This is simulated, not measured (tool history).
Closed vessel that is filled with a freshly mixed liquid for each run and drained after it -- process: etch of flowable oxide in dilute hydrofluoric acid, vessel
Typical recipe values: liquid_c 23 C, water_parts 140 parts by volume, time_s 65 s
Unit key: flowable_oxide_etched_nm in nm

| run | hour | liquid_c | water_parts | time_s | read-back film thickness of the flowable oxide reference wafer, read on the same gauge (nm) | flowable_oxide_etched_nm |
|---|---|---|---|---|---|---|
| 1 | 0 | 23 | 140 | 80 | 89.97 | 19.83 |
| 2 | 8 | 23 | 140 | 80 | 90.01 | 19.92 |
| 3 | 38 | 23 | 140 | 65 | 90 | 16.04 |
| 4 | 55.3 | 23 | 95 | 80 | 90.02 | 30.44 |
| 5 | 66.2 | 23 | 95 | 80 | 90.01 | 30.53 |
| 6 | 81.6 | 23 | 95 | 80 | 90.01 | 30.66 |
|  | 96.5 | hydrofluoric acid flow meter replaced |
| 7 | 98.4 | 23 | 175 | 65 | 90 | 10.73 |
| 8 | 113.2 | 23 | 175 | 65 | 89.99 | 10.72 |
| 9 | 121 | 23 | 175 | 65 | 90.04 | 10.72 |
|  | 126.8 | gauge calibrated |
| 10 | 134.5 | 26.5 | 140 | 65 | 90.03 | 15.97 |
| 11 | 152.4 | 25.5 | 120 | 35 | 90.02 | 9.89 |
| 12 | 162.5 | 23 | 140 | 65 | 90.02 | 13.81 |
|  | 171.6 | thermometer replaced |
| 13 | 172.1 | 23 | 140 | 65 | 90.02 | 15.47 |
| 14 | 179.7 | 26.5 | 140 | 55 | 90.04 | 14.92 |
| 15 | 191.6 | 19 | 140 | 100 | 90.05 | 20.21 |

Run 16, settings as shown, results not yet in. Your forecast:
| 16 | 200.9 | 20 | 140 | 65 | ? | ? |

Run 16 produced read-back film thickness of the flowable oxide reference wafer, read on the same gauge (nm) 89.98, flowable_oxide_etched_nm 13.85 nm.
With no hidden state in the tool, this same run would have given flowable_oxide_etched_nm 13.87 nm.

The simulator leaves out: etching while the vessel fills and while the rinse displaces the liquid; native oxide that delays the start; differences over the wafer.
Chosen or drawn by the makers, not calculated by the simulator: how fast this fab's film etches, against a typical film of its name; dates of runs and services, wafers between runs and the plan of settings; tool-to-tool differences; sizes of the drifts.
